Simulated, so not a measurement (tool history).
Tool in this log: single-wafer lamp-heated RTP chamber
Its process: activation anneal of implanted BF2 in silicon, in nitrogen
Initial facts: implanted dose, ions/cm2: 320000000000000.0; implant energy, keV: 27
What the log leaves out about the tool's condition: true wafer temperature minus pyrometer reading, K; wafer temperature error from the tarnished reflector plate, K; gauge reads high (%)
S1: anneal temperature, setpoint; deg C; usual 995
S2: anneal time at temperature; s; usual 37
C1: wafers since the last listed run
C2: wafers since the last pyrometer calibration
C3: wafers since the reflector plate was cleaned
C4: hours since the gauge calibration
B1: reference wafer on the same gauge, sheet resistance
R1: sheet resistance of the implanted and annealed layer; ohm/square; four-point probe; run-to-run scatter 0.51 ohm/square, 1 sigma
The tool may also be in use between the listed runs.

| run | hour | S1 | S2 | C1 | C2 | C3 | C4 | B1 | R1 |
|---|---|---|---|---|---|---|---|---|---|
| 1 | 0.0 | 995 | 37 | 0 | 2465 | 2163 | 1191.4 | 333.95 | 337.31 |
| 2 | 62.1 | 995 | 37 | 1080 | 3545 | 3244 | 1253.5 | 334.05 | 337.23 |
| 3 | 133.7 | 995 | 37 | 1246 | 4791 | 4490 | 1325.1 | 334.06 | 338.05 |
| 4 | 167.2 | 995 | 31 | 582 | 5374 | 5073 | 1358.6 | 333.99 | 337.67 |
| 5 | 238.4 | 995 | 37 | 1239 | 6613 | 6312 | 1429.8 | 333.95 | 336.20 |
|  | 266.3 | pyrometer window cleaned and pyrometer calibrated |
| 6 | 285.1 | 995 | 37 | 673 | 326 | 6985 | 1476.5 | 334.05 | 337.62 |
| 7 | 345.1 | 995 | 37 | 1044 | 1370 | 8029 | 1536.5 | 334.02 | 337.97 |
| 8 | 416.1 | 1006 | 25 | 1235 | 2606 | 9265 | 1607.5 | 334.07 | 337.73 |
| 9 | 473.1 | 1006 | 25 | 991 | 3598 | 10257 | 1664.5 | 333.83 | 336.84 |
| 10 | 544.6 | 995 | 45 | 1244 | 4842 | 11501 | 1736.0 | 334.06 | 336.24 |
|  | 617.4 | pyrometer window cleaned and pyrometer calibrated |
|  | 634.1 | reflector plate cleaned |
| 11 | 754.7 | 995 | 45 | 3377 | 2250 | 2098 | 1946.1 | 334.06 | 335.36 |
| 12 | 813.2 | 995 | 45 | 1018 | 3268 | 3116 | 2004.6 | 334.09 | 334.13 |
| 13 | 880.3 | 995 | 37 | 1167 | 4436 | 4284 | 2071.7 | 334.00 | 336.02 |
| 14 | 916.0 | 995 | 37 | 621 | 5057 | 4905 | 2107.4 | 334.00 | 335.18 |
|  | 955.0 | gauge calibrated |
|  | 969.1 | pyrometer window cleaned and pyrometer calibrated, repeated, since the last time left the tool worse |
| 15 | 975.1 | 995 | 37 | 889 | 103 | 5794 | 20.1 | 334.11 | 339.07 |
| 16 | 1041.4 | 995 | 37 | 1153 | 1257 | 6948 | 86.4 | 334.07 | 336.91 |
| 17 | 1105.4 | 984 | 30 | 1113 | 2371 | 8062 | 150.4 | 334.13 | 341.24 |
| 18 | 1155.7 | 995 | 37 | 875 | 3246 | 8937 | 200.7 | 334.09 | 336.54 |
| 19 | 1191.1 | 973 | 37 | 616 | 3862 | 9553 | 236.1 | 333.87 | 345.24 |
| 20 | 1230.4 | 995 | 37 | 683 | 4546 | 10237 | 275.4 | 333.99 | 337.94 |
| 21 | 1297.9 | 995 | 46 | 1174 | 5721 | 11412 | 342.9 | 333.98 | 335.55 |
|  | 1328.8 | pyrometer window cleaned and pyrometer calibrated |
| 22 | 1329.3 | 966 | 58 | 407 | 8 | 11819 | 374.3 | 333.93 | 346.17 |
| 23 | 1357.5 | 980 | 47 | 490 | 498 | 12310 | 402.5 | 333.94 | 340.68 |
| 24 | 1392.0 | 995 | 37 | 600 | 1099 | 12910 | 437.0 | 334.03 | 338.70 |
|  | 1418.7 | reflector plate cleaned |
| 25 | 1457.9 | 995 | 53 | 1007 | 2106 | 682 | 502.9 | 334.00 | 335.84 |
| 26 | 1491.7 | 1003 | 53 | 588 | 2695 | 1271 | 536.7 | 334.00 | 335.04 |
| 27 | 1547.4 | 1004 | 57 | 969 | 3664 | 2240 | 592.4 | 334.07 | 333.36 |
|  | 1676.5 | pyrometer window cleaned and pyrometer calibrated |
| 28 | 1737.4 | 1014 | 51 | 3167 | 1060 | 5407 | 782.4 | 334.08 | 332.38 |
| 29 | 1791.8 | 1025 | 37 | 946 | 2007 | 6354 | 836.8 | 333.88 | 333.96 |
| 30 | 1826.0 | 981 | 28 | 595 | 2602 | 6949 | 871.0 | 334.06 | 342.88 |
| 31 | 1885.4 | 995 | 37 | 1033 | 3635 | 7983 | 930.4 | 334.01 | 337.23 |
| 32 | 1933.6 | 972 | 31 | 838 | 4474 | 8822 | 978.6 | 333.85 | 345.11 |

Here are 3 independent what-if runs from the current tool condition. What would each one return?
| A | 1934.0 | 995 | 19 | 6 | 4481 | 8829 | 979.0 | ? | ? |
| B | 1934.0 | 968 | 15 | 6 | 4481 | 8829 | 979.0 | ? | ? |
| C | 1934.0 | 983 | 45 | 6 | 4481 | 8829 | 979.0 | ? | ? |

| run | B1 | R1 |
|---|---|---|
| A | 334.03 | 340.61 |
| B | 334.03 | 353.71 |
| C | 334.03 | 339.22 |
Had the tool no hidden state, the same runs would have come out as:
| run | R1 |
|---|---|
| A | 341.22 |
| B | 356.71 |
| C | 340.16 |
